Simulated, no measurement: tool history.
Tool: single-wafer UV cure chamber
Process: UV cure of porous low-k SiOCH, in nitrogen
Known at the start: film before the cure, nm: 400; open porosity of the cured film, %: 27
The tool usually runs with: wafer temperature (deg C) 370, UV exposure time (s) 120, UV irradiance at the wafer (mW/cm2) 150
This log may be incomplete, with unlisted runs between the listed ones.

run,hour,wafer temperature (deg C),UV exposure time (s),UV irradiance at the wafer (mW/cm2),loss of film thickness in the cure (%)
1,0,370,120,150,10.496
2,63.9,370,120,150,10.539
3,190,370,120,150,10.611
4,263.8,370,120,150,10.173
5,361.3,370,120,150,10.241
6,468,370,120,150,10.13
7,527.2,370,120,150,10.061
# hour 556.6: quartz window cleaned
8,620.6,370,120,150,9.616
9,672.3,370,120,150,9.518
10,731.3,370,120,150,9.58
11,772.8,370,120,150,9.891
12,851.6,370,120,150,9.656
13,942,370,120,150,9.345
14,986.1,370,120,136,8.965
15,1049.5,370,120,136,9.042
16,1147.2,370,120,136,8.538
# hour 1190.1: quartz window cleaned, repeated, since the last time left the tool worse
17,1219.6,370,120,150,10.577
18,1260.9,370,120,150,10.794
19,1302.6,370,120,150,10.544
20,1361.3,375,120,150,10.395
21,1426.9,375,120,150,10.761
22,1638.6,375,120,150,10.703
23,1678.4,370,120,150,10.124
24,1771.5,354,120,179,10.493
25,1875.3,359,120,150,9.911
# hour 1940.9: quartz window cleaned
26,1965.4,354,155,150,11.467
27,2021.4,370,120,150,10.416
28,2083.1,359,75,131,7.742
29,2121.9,357,160,190,12.467
30,2176.2,378,120,170,11.427
# hour 2307.8: UV bulbs replaced
31,2332.9,370,120,150,10.244
32,2413.3,362,95,126,8.469
33,2486.4,370,60,186,7.981
# hour 2573.8: quartz window cleaned
34,2591.1,386,70,113,7.114
35,2650.9,390,100,172,10.743
36,2750.4,386,70,113,7.22
37,2823.8,386,165,150,12.225
38,2867,370,140,111,9.883
39,2970.7,370,170,150,11.906
40,3116.8,355,185,150,11.699
41,3170.7,370,120,150,10.07
42,3288.2,370,90,134,8.206
# hour 3317.1: quartz window cleaned
43,3378.5,384,80,182,9.76
44,3457.5,370,120,150,10.643
45,3556.4,370,60,186,8.367

Alternative continuations, all from the tool just after run 45; predict every row:
A,3556.8,370,120,150,?
B,3556.8,370,100,133,?
C,3556.8,361,165,112,?

run,loss of film thickness in the cure (%)
A,10.56
B,9.207
C,10.505
Without the tool's unlogged condition, the same runs would have read:
run,loss of film thickness in the cure (%)
A,10.62
B,9.266
C,10.565
